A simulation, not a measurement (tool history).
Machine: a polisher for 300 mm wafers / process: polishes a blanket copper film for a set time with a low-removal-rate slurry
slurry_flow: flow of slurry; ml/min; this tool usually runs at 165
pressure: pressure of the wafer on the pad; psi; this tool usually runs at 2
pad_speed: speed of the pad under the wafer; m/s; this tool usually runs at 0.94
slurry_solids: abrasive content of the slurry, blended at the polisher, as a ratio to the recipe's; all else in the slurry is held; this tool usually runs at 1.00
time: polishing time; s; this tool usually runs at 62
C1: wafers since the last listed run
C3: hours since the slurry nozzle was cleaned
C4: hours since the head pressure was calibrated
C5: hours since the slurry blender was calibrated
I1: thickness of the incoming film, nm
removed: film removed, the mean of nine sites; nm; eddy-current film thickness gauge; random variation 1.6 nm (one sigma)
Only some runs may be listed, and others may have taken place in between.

Run 1, hour 0.0: usual settings but time 49 s; C1 0; wafers polished on this pad 1089; C3 663.6; C4 640.0; C5 200.8; I1 909.0. Result: removed 111.5 nm.
At hour 3.6: slurry nozzle cleaned.
Run 2, hour 71.5: usual settings; C1 499; wafers polished on this pad 1589; C3 67.9; C4 711.5; C5 272.3; I1 894.8. Result: removed 141.7 nm.
At hour 83.2: slurry blender recalibrated.
At hour 128.0: worn pad replaced by a new one.
Run 3, hour 142.0: usual settings; C1 457; wafers polished on this pad 99; C3 138.4; C4 782.0; C5 58.8; I1 901.7. Result: removed 139.6 nm.
At hour 175.8: head pressure recalibrated.
Run 4, hour 232.8: usual settings; C1 629; wafers polished on this pad 728; C3 229.2; C4 57.0; C5 149.6; I1 905.1. Result: removed 139.7 nm.
Run 5, hour 307.6: usual settings; C1 530; wafers polished on this pad 1258; C3 304.0; C4 131.8; C5 224.4; I1 895.9. Result: removed 139.5 nm.
At hour 354.7: slurry blender recalibrated.
Run 6, hour 355.2: usual settings; C1 323; wafers polished on this pad 1582; C3 351.6; C4 179.4; C5 0.5; I1 894.7. Result: removed 142.2 nm.
At hour 409.6: worn pad replaced by a new one.
Run 7, hour 499.5: usual settings but pad_speed 0.78 m/s; C1 994; wafers polished on this pad 637; C3 495.9; C4 323.7; C5 144.8; I1 912.7. Result: removed 123.8 nm.
Run 8, hour 550.2: usual settings; C1 359; wafers polished on this pad 996; C3 546.6; C4 374.4; C5 195.5; I1 904.3. Result: removed 141.4 nm.
At hour 598.0: slurry blender recalibrated.
Run 9, hour 645.3: usual settings; C1 659; wafers polished on this pad 1656; C3 641.7; C4 469.5; C5 47.3; I1 897.7. Result: removed 140.0 nm.
At hour 654.3: slurry nozzle cleaned.
At hour 662.3: worn pad replaced by a new one.
Run 10, hour 715.3: usual settings but slurry_flow 190 ml/min, pad_speed 0.68 m/s, slurry_solids 1.25; C1 460; wafers polished on this pad 376; C3 61.0; C4 539.5; C5 117.3; I1 912.2. Result: removed 127.5 nm.

Run 11, settings as shown, results not yet in. Your forecast:
Run 11, hour 765.2: usual settings; C1 353; wafers polished on this pad 729; C3 110.9; C4 589.4; C5 167.2; I1 885.4. Result: removed ?.

removed: 139.7 nm
Take away the tool's hidden state, keep the run-to-run variation as it was, and the same run would have given removed 139.7 nm.

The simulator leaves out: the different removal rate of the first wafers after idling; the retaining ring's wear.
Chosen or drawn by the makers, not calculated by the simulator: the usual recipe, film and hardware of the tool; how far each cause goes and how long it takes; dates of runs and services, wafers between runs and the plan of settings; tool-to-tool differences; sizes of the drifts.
